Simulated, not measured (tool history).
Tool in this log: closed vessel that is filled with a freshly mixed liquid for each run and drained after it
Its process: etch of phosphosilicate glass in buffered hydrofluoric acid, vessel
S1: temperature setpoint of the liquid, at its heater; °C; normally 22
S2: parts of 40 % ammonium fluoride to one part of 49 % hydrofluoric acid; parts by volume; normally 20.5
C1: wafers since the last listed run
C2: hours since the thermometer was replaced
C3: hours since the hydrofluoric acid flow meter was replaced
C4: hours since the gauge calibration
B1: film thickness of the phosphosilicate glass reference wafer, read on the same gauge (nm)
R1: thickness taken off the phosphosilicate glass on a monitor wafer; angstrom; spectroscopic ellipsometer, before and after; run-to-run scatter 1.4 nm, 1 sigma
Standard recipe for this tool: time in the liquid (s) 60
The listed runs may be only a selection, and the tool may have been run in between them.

{"run": 1, "hour": 0.0, "S1": 22, "S2": 20.5, "time in the liquid (s)": 60, "C1": 0, "C2": 2358.6, "C3": 407, "C4": 309.5, "B1": 89.98, "R1": 1808.9}
{"run": 2, "hour": 70.8, "S1": 23.5, "S2": 20.5, "time in the liquid (s)": 60, "C1": 4423, "C2": 2429.4, "C3": 477.8, "C4": 380.3, "B1": 89.99, "R1": 1978.1}
{"run": 3, "hour": 139.9, "S1": 23.5, "S2": 20.5, "time in the liquid (s)": 60, "C1": 4317, "C2": 2498.5, "C3": 546.9, "C4": 449.4, "B1": 90.01, "R1": 1993.2}
{"run": 4, "hour": 197.0, "S1": 23.5, "S2": 20.5, "time in the liquid (s)": 60, "C1": 3567, "C2": 2555.6, "C3": 604, "C4": 506.5, "B1": 89.96, "R1": 1997.7}
{"run": 5, "hour": 255.5, "S1": 22, "S2": 20.5, "time in the liquid (s)": 60, "C1": 3655, "C2": 2614.1, "C3": 662.5, "C4": 565, "B1": 90.01, "R1": 1807.8}
{"run": 6, "hour": 362.6, "S1": 22, "S2": 20.5, "time in the liquid (s)": 60, "C1": 6692, "C2": 2721.2, "C3": 769.6, "C4": 672.1, "B1": 90.03, "R1": 1874.3}
{"run": 7, "hour": 454.2, "S1": 22, "S2": 20.5, "time in the liquid (s)": 60, "C1": 5723, "C2": 2812.8, "C3": 861.2, "C4": 763.7, "B1": 90.05, "R1": 1878.3}
{"run": 8, "hour": 503.5, "S1": 22, "S2": 20.5, "time in the liquid (s)": 60, "C1": 3080, "C2": 2862.1, "C3": 910.5, "C4": 813, "B1": 90.05, "R1": 1886.2}
{"run": 9, "hour": 541.2, "S1": 22, "S2": 20.5, "time in the liquid (s)": 60, "C1": 2355, "C2": 2899.8, "C3": 948.2, "C4": 850.7, "B1": 89.99, "R1": 1909.9}
{"hour": 560.7, "done": "hydrofluoric acid flow meter replaced"}
{"run": 10, "hour": 595.2, "S1": 22, "S2": 20.5, "time in the liquid (s)": 60, "C1": 3311, "C2": 2953.8, "C3": 34.5, "C4": 904.7, "B1": 89.93, "R1": 1737}
{"run": 11, "hour": 699.8, "S1": 22, "S2": 20.5, "time in the liquid (s)": 60, "C1": 6535, "C2": 3058.4, "C3": 139.1, "C4": 1009.3, "B1": 90.04, "R1": 1760.1}
{"hour": 707.2, "done": "thermometer replaced"}
{"run": 12, "hour": 764.9, "S1": 22, "S2": 16.5, "time in the liquid (s)": 60, "C1": 4005, "C2": 57.7, "C3": 204.2, "C4": 1074.4, "B1": 89.99, "R1": 2158.3}
{"run": 13, "hour": 831.2, "S1": 22, "S2": 28.5, "time in the liquid (s)": 35, "C1": 4142, "C2": 124, "C3": 270.5, "C4": 1140.7, "B1": 90, "R1": 820.7}
{"run": 14, "hour": 927.2, "S1": 22, "S2": 20.5, "time in the liquid (s)": 60, "C1": 5998, "C2": 220, "C3": 366.5, "C4": 1236.7, "B1": 89.98, "R1": 1822.8}
{"run": 15, "hour": 987.8, "S1": 24, "S2": 24.5, "time in the liquid (s)": 75, "C1": 3786, "C2": 280.6, "C3": 427.1, "C4": 1297.3, "B1": 90.02, "R1": 2204.5}
{"run": 16, "hour": 1032.7, "S1": 22, "S2": 23, "time in the liquid (s)": 60, "C1": 2805, "C2": 325.5, "C3": 472, "C4": 1342.2, "B1": 89.97, "R1": 1657.5}
{"run": 17, "hour": 1083.3, "S1": 22, "S2": 27.5, "time in the liquid (s)": 60, "C1": 3161, "C2": 376.1, "C3": 522.6, "C4": 1392.8, "B1": 90.01, "R1": 1452.7}
{"run": 18, "hour": 1149.3, "S1": 19, "S2": 20.5, "time in the liquid (s)": 75, "C1": 4123, "C2": 442.1, "C3": 588.6, "C4": 1458.8, "B1": 89.96, "R1": 1921.4}
{"run": 19, "hour": 1196.1, "S1": 23.5, "S2": 14.5, "time in the liquid (s)": 90, "C1": 2924, "C2": 488.9, "C3": 635.4, "C4": 1505.6, "B1": 89.96, "R1": 4187.8}
{"run": 20, "hour": 1298.6, "S1": 22, "S2": 23.5, "time in the liquid (s)": 60, "C1": 6404, "C2": 591.4, "C3": 737.9, "C4": 1608.1, "B1": 89.95, "R1": 1656.3}
{"run": 21, "hour": 1384.3, "S1": 27, "S2": 24.5, "time in the liquid (s)": 30, "C1": 5354, "C2": 677.1, "C3": 823.6, "C4": 1693.8, "B1": 89.98, "R1": 1062.1}
{"run": 22, "hour": 1445.7, "S1": 26.5, "S2": 23, "time in the liquid (s)": 40, "C1": 3836, "C2": 738.5, "C3": 885, "C4": 1755.2, "B1": 90, "R1": 1437.9}
{"hour": 1480.7, "done": "gauge calibrated"}
{"run": 23, "hour": 1525.9, "S1": 22, "S2": 20.5, "time in the liquid (s)": 60, "C1": 5011, "C2": 818.7, "C3": 965.2, "C4": 45.2, "B1": 89.95, "R1": 1879.3}
{"run": 24, "hour": 1615.3, "S1": 22, "S2": 20.5, "time in the liquid (s)": 60, "C1": 5586, "C2": 908.1, "C3": 1054.6, "C4": 134.6, "B1": 89.97, "R1": 1877.1}
{"run": 25, "hour": 1652.1, "S1": 19.5, "S2": 14.5, "time in the liquid (s)": 75, "C1": 2299, "C2": 944.9, "C3": 1091.4, "C4": 171.4, "B1": 90.02, "R1": 2914}
{"run": 26, "hour": 1692.7, "S1": 22, "S2": 20.5, "time in the liquid (s)": 60, "C1": 2536, "C2": 985.5, "C3": 1132, "C4": 212, "B1": 90.04, "R1": 1918}
{"hour": 1757.8, "done": "hydrofluoric acid flow meter replaced"}
{"run": 27, "hour": 1799.1, "S1": 17.5, "S2": 24, "time in the liquid (s)": 30, "C1": 6585, "C2": 1091.9, "C3": 41.3, "C4": 318.4, "B1": 90.01, "R1": 603.3}
{"run": 28, "hour": 1900.9, "S1": 26.5, "S2": 27.5, "time in the liquid (s)": 85, "C1": 6360, "C2": 1193.7, "C3": 143.1, "C4": 420.2, "B1": 90, "R1": 2605.6}
{"run": 29, "hour": 1941.2, "S1": 22, "S2": 17, "time in the liquid (s)": 30, "C1": 2518, "C2": 1234, "C3": 183.4, "C4": 460.5, "B1": 89.98, "R1": 1061.4}
{"run": 30, "hour": 2046.5, "S1": 18.5, "S2": 20.5, "time in the liquid (s)": 30, "C1": 6579, "C2": 1339.3, "C3": 288.7, "C4": 565.8, "B1": 89.93, "R1": 738.9}
{"run": 31, "hour": 2102.3, "S1": 22, "S2": 20.5, "time in the liquid (s)": 85, "C1": 3486, "C2": 1395.1, "C3": 344.5, "C4": 621.6, "B1": 90, "R1": 2547.7}

Alternative continuations, all from the tool just after run 31; predict every row:
{"run": "A", "hour": 2103.0, "S1": 22, "S2": 26.5, "time in the liquid (s)": 60, "C1": 43, "C2": 1395.8, "C3": 345.2, "C4": 622.3, "B1": "?", "R1": "?"}
{"run": "B", "hour": 2103.0, "S1": 19.5, "S2": 24.5, "time in the liquid (s)": 60, "C1": 43, "C2": 1395.8, "C3": 345.2, "C4": 622.3, "B1": "?", "R1": "?"}
{"run": "C", "hour": 2103.0, "S1": 20, "S2": 20.5, "time in the liquid (s)": 30, "C1": 43, "C2": 1395.8, "C3": 345.2, "C4": 622.3, "B1": "?", "R1": "?"}
{"run": "D", "hour": 2103.0, "S1": 24, "S2": 20.5, "time in the liquid (s)": 60, "C1": 43, "C2": 1395.8, "C3": 345.2, "C4": 622.3, "B1": "?", "R1": "?"}
{"run": "E", "hour": 2103.0, "S1": 19, "S2": 20.5, "time in the liquid (s)": 60, "C1": 43, "C2": 1395.8, "C3": 345.2, "C4": 622.3, "B1": "?", "R1": "?"}

run=A B1=90.04 R1=1494.1
run=B B1=90.04 R1=1371.3
run=C B1=90.04 R1=801.4
run=D B1=90.04 R1=2000.6
run=E B1=90.04 R1=1514.9
What these runs would have given with no unlogged condition in the tool:
run=A R1=1452.8
run=B R1=1333.3
run=C R1=775.5
run=D R1=1936.2
run=E R1=1466
